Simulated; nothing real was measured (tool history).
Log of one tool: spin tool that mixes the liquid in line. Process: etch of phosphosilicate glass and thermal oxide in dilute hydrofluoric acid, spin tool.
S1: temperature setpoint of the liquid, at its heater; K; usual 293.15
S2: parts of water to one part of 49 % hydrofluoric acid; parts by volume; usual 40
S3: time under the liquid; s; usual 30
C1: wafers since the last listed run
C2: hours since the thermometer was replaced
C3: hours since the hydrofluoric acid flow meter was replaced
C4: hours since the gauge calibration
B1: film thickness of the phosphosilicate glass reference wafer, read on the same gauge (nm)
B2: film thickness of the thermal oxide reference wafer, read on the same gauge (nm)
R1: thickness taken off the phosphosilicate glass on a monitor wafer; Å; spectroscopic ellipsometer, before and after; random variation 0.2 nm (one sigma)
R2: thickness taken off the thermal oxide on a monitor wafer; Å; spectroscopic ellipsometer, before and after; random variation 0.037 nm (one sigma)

run	hour	S1	S2	S3	C1	C2	C3	C4	B1	B2	R1	R2
1	0	293.15	50	25	0	483.4	1286	72.1	39.99	29.995	255.6	18.63
2	16.8	293.15	50	25	250	500.2	1302.8	88.9	39.98	29.986	256.3	17.96
3	41.7	293.15	50	25	371	525.1	1327.7	113.8	40	29.989	252.9	18.48
4	76.1	293.15	55	35	513	559.5	1362.1	148.2	40.02	30.008	317.4	23.22
5	102.3	293.15	55	35	391	585.7	1388.3	174.4	39.99	29.988	317.5	22.68
6	116.1	293.15	55	35	206	599.5	1402.1	188.2	39.99	30.001	316.1	23.03
# hour 133.3: hydrofluoric acid flow meter replaced
7	144.1	293.15	50	30	403	627.5	10.8	216.2	40	30.002	324.2	23.86
8	156.3	293.15	50	30	182	639.7	23	228.4	40	29.995	326.6	23.58
# hour 165.4: thermometer replaced
9	185.3	293.15	40	30	418	19.9	52	257.4	40	29.97	449	32.94
10	204.2	293.15	40	30	282	38.8	70.9	276.3	40.02	30.003	447	32.33
# hour 230.1: gauge calibrated
11	237	297.15	45	30	489	71.6	103.7	6.9	39.98	29.985	462.5	33.41
12	260.9	293.15	40	15	356	95.5	127.6	30.8	40	30.003	222.1	15.88
13	274.4	293.15	40	30	201	109	141.1	44.3	40	30.017	436.3	31.74
14	300.7	293.15	40	45	392	135.3	167.4	70.6	40	30.016	652.2	47.68
15	322.4	296.15	50	35	323	157	189.1	92.3	40.02	30.003	451.1	33.03
16	354.5	296.15	40	30	479	189.1	221.2	124.4	39.99	29.994	495	35.9
17	385.7	293.15	40	30	465	220.3	252.4	155.6	40	29.99	432.9	30.85
18	420.2	293.15	40	20	515	254.8	286.9	190.1	40.04	30.008	285.9	20.56
19	433.1	290.65	50	30	192	267.7	299.8	203	39.99	29.998	302.9	22.11

4 ways to go on from here, each from the tool as it stands after run 19. What would each give?
A	433.5	293.15	40	30	5	268.1	300.2	203.4	?	?	?	?
B	433.5	296.65	45	15	5	268.1	300.2	203.4	?	?	?	?
C	433.5	290.15	45	50	5	268.1	300.2	203.4	?	?	?	?
D	433.5	290.15	40	30	5	268.1	300.2	203.4	?	?	?	?

run	B1	B2	R1	R2
A	40	30.014	426.9	30.45
B	40	30.014	218.7	15.6
C	40	30.014	551.9	39.37
D	40	30.014	374.6	26.72
Without the tool's hidden state the same runs would have given:
run	R1	R2
A	453.2	32.33
B	232	16.54
C	586.4	41.83
D	398	28.39
